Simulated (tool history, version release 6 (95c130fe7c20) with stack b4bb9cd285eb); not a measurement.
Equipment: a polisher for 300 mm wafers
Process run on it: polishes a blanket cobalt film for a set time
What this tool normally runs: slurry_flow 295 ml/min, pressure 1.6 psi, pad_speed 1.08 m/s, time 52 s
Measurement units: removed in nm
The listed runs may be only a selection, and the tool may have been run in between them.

run     day  slurry_flow  pressure  pad_speed  time  incoming thickness of the incoming film, nm  removed
  1       0          255       1.6       1.08    52                                          620    214.7
  2   1.158          295       1.6       1.08    52                                        616.7    219.2
      1.383  -- worn pad replaced by a new one
  3   2.142          295       1.9       1.08    48                                        619.2      235
  4   2.692          295       1.9       1.08    48                                        607.7    238.7
  5   4.829          295       1.9       1.08    48                                          626    233.3
  6   5.525          295       1.6       1.08    52                                        627.3    213.6
      6.933  -- worn pad replaced by a new one
  7   7.525          295       1.6       1.08    52                                        619.9    210.4
  8   8.988          295       1.6       1.08    52                                        627.4    209.4
  9  10.383          295       1.6       1.08    52                                        617.7    206.8
 10  11.625          295       1.6       1.08    52                                        620.2    205.1
     11.904  -- worn pad replaced by a new one
     12.496  -- head pressure recalibrated
 11  12.762          295       1.6       1.08    52                                        615.9    220.6
 12  15.796          355       1.3       1.08    57                                        617.3    194.3
 13  16.817          235       1.6       1.08    62                                        622.9    243.3
     17.188  -- worn pad replaced by a new one
 14  17.821          340       1.3       1.08    42                                        622.3    139.1
 15  18.442          340       1.3       1.08    42                                        625.4    139.9
 16    19.4          335       1.3       0.78    66                                        608.9      154
     19.658  -- slurry nozzle cleaned
 17   20.55          295       1.6       1.08    65                                        624.9    276.3
     21.696  -- worn pad replaced by a new one
 18  21.717          295       1.6       1.08    42                                        619.7    175.1
 19  22.479          225       1.6       0.84    47                                        629.9    149.9
 20  23.692          295       1.6       1.08    52                                        618.2      215
 21  24.421          225         2       1.08    52                                        614.1    263.2
 22  25.571          295       1.6       1.08    52                                        620.3    214.8

Below, some changes in removed between adjacent runs. For each, the amount present without the hidden state too (settings, incoming material, random variation) and the amount remaining for the hidden state with gauge scatter not shared by both compared results:
Unlogged tool condition in this case: removal rate lost through wear of the pad, %; slurry flow missing at the pad, %; deviation of the head's pressure from its setpoint, %.
Run 10 -> 11: worn pad replaced by a new one, head pressure recalibrated. removed +15.5 nm: hidden state +15.1, all else +0.4.
Run 13 -> 14: slurry_flow 235 -> 340, pressure 1.6 -> 1.3, time 62 -> 42, worn pad replaced by a new one. removed -104.2 nm: hidden state +10.8, all else -115.
Run 16 -> 17: slurry_flow 335 -> 295, pressure 1.3 -> 1.6, pad_speed 0.78 -> 1.08, time 66 -> 65, slurry nozzle cleaned. removed +122.3 nm: hidden state +4.2, all else +118.1.

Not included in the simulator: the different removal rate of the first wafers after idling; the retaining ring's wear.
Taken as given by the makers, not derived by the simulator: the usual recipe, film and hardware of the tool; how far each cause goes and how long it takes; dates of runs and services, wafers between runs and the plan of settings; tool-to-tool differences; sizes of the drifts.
